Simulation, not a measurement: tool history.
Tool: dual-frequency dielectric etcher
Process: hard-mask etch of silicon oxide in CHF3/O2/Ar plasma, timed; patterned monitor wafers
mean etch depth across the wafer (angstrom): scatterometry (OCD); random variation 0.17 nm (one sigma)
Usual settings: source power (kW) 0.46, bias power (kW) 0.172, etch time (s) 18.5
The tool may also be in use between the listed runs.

run,hour,source power (kW),bias power (kW),etch time (s),"read-back reference wafer on the same gauge, depth_nm",mean etch depth across the wafer (angstrom)
1,0,0.46,0.172,18.5,28.61,322
2,27.4,0.46,0.172,18.5,28.61,325.4
3,57.9,0.46,0.172,18.5,28.58,324.6
# hour 69.4: gauge calibrated
4,88.9,0.46,0.172,18.5,28.56,325.5
5,116.1,0.46,0.172,22,28.58,388.2
6,144.6,0.46,0.172,22,28.62,385
7,171.5,0.46,0.172,18.5,28.55,328.7
8,196,0.46,0.172,18.5,28.59,322.9
9,210.1,0.46,0.172,18.5,28.61,322.3
10,224.3,0.46,0.172,18.5,28.63,325.1
11,239.1,0.46,0.172,18.5,28.59,322.4
12,261.4,0.46,0.172,18.5,28.63,324.5
13,287.1,0.46,0.172,18.5,28.63,326.1
14,299.7,0.46,0.172,18.5,28.57,326.2
# hour 308.9: source power generator calibrated
# hour 309.5: bias power generator calibrated
15,315.6,0.46,0.172,20,28.61,351.2
16,342.3,0.46,0.172,18.5,28.57,324.7
# hour 371.7: wet clean of the chamber
17,372.2,0.46,0.19,20.5,28.57,371.5
18,384.4,0.46,0.158,17,28.61,289.6
19,419,0.46,0.208,20.5,28.6,378.6
20,447.7,0.46,0.194,18.5,28.6,340.1
21,482.2,0.58,0.184,21,28.58,411
22,517,0.46,0.132,14,28.62,230.2
# hour 539.7: gauge calibrated
# hour 547.9: upper electrode replaced
23,551.1,0.35,0.215,20.5,28.61,346.2
24,582.2,0.46,0.172,18.5,28.58,322.7
25,599,0.46,0.172,18.5,28.62,324.8
26,611,0.46,0.131,15.5,28.59,251.8
27,640.1,0.46,0.149,18.5,28.61,311.8
28,670.1,0.54,0.172,18.5,28.63,344.7
29,690.4,0.46,0.172,18.5,28.66,325.9

Forecast each of these 3 alternatives for the next run:
A,690.8,0.46,0.172,18.5,?,?
B,690.8,0.46,0.172,24,?,?
C,690.8,0.41,0.205,17,?,?

run,"read-back reference wafer on the same gauge, depth_nm",mean etch depth across the wafer (angstrom)
A,28.6,324.8
B,28.6,421.3
C,28.6,301.5
Without the tool's hidden state the same runs would have given:
run,mean etch depth across the wafer (angstrom)
A,324.8
B,421.3
C,301.5
